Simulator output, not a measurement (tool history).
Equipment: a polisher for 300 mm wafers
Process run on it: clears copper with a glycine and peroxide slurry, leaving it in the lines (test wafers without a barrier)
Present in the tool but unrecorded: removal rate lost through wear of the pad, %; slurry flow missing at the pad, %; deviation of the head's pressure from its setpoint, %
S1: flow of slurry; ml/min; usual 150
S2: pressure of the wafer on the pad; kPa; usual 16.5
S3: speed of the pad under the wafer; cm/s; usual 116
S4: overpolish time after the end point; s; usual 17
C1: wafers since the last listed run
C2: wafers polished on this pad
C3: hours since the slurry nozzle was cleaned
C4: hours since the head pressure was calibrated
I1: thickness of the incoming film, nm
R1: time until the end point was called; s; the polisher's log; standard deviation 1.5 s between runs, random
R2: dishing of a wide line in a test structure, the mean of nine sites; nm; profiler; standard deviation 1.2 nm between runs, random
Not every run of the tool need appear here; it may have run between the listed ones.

run   hour   S1    S2   S3  S4   C1    C2     C3     C4     I1     R1    R2
  1      0  150  16.5  116  17    0   339  322.2  123.7  572.9   93.4  53.8
  2   22.6  150  13.8  116  17  121   461  344.8  146.3  568.8  107.3  51.9
  3   36.5  150  16.5  116  17   74   535  358.7  160.2  580.9   97.9    53
  4   51.1  150  16.5  116  17   78   613  373.3  174.8    574   98.8  53.3
  5   68.1  115  16.5  116  17   91   705  390.3  191.8  568.2  105.5  52.1
  6   97.2  115  16.5  116  17  156   861  419.4  220.9  566.3  105.6  50.8
  7  119.7  115  16.5  116  17  120   982  441.9  243.4  573.4  105.1  52.4
       132  -- worn pad replaced by a new one
  8  147.6  150  13.1  116  17  128    83  469.8  271.3  565.4  103.6  49.7
  9  166.2  150  16.5   98  17   99   183  488.4  289.9  571.7  110.1  51.9
 10  192.5  150  16.5   98  17  141   324  514.7  316.2  575.5  111.6  49.9
 11  212.5  170  15.2  116  17  107   432  534.7  336.2  570.5    102  53.3
 12    226  170  15.2  116  17   72   504  548.2  349.7  581.1  101.9  52.9
 13    259  150  16.5  116  17  177   681  581.2  382.7  566.8  102.7  51.7
 14  276.3  150  16.5  116  17   92   774  598.5    400  577.6  102.5  51.6
 15    309  150  16.5  116  17  175   950  631.2  432.7  567.8  100.4  54.1
 16    334  150  16.5  142  13  134  1084  656.2  457.7  569.1   86.6  47.7
 17  349.8  135  16.5   98  17   84  1169    672  473.5  575.2    125  44.5
 18  370.3  150  22.1  116  17  110  1279  692.5    494  573.4   86.9  57.5
     378.5  -- worn pad replaced by a new one
     379.3  -- head pressure recalibrated
 19    389  150  16.5  116   9   74    51  711.2    9.7  562.8   90.8  36.4
     412.2  -- slurry nozzle cleaned
 20  413.2  180  16.5  116  17  124   176      1   33.9    571   91.8  55.4
 21  429.6  135  18.6   96  21   88   264   17.4   50.3  567.7  104.1  58.4
 22  459.2  135  18.6   96  21  158   423     47   79.9    568  111.8  60.4
 23  489.4  180  16.5  116  11  162   585   77.2  110.1  560.6   94.6  40.6
 24  513.5  150  16.5   84  26  129   714  101.3  134.2  563.6    127  61.3
 25  540.5  150  16.5  116  17  144   859  128.3  161.2  565.9  102.9    50
 26  562.6  150  16.5  116  17  118   978  150.4  183.3    558   99.1    51
 27  586.3  125  18.6   96   8  127  1105  174.1    207    578  116.7  27.5
     608.5  -- worn pad replaced by a new one
 28    609  150  19.3  116  17  100     2  196.8  229.7  561.4   83.2  56.5
 29    634  130  16.5   94  22  134   136  221.8  254.7  567.9  114.4  57.4
 30  651.5  150  16.5  116  17   93   230  239.3  272.2    569     95  54.8
 31  667.2  150  16.5  116  17   84   314    255  287.9  559.5   96.4  54.2

A few steps of R1 between consecutive runs. Split each: what settings, incoming material and random variation would produce without the hidden state, and what is left over for the hidden state, along with gauge scatter present in only one of the two compared results (measured, and without hidden state):
Run 7 -> 8: S1 115 -> 150, S2 16.5 -> 13.1, worn pad replaced by a new one. R1 -1.5 s: hidden state -7.9, all else +6.4.
Run 16 -> 17: S1 150 -> 135, S3 142 -> 98, S4 13 -> 17. R1 +38.4 s: hidden state +5.5, all else +32.9.
Run 17 -> 18: S1 135 -> 150, S2 16.5 -> 22.1, S3 98 -> 116. R1 -38.1 s: hidden state -3.9, all else -34.2.
Run 18 -> 19: S2 22.1 -> 16.5, S4 17 -> 9, worn pad replaced by a new one, head pressure recalibrated. R1 +3.9 s: hidden state -9.3, all else +13.2.
Run 27 -> 28: S1 125 -> 150, S2 18.6 -> 19.3, S3 96 -> 116, S4 8 -> 17, worn pad replaced by a new one. R1 -33.5 s: hidden state -12.7, all else -20.8.
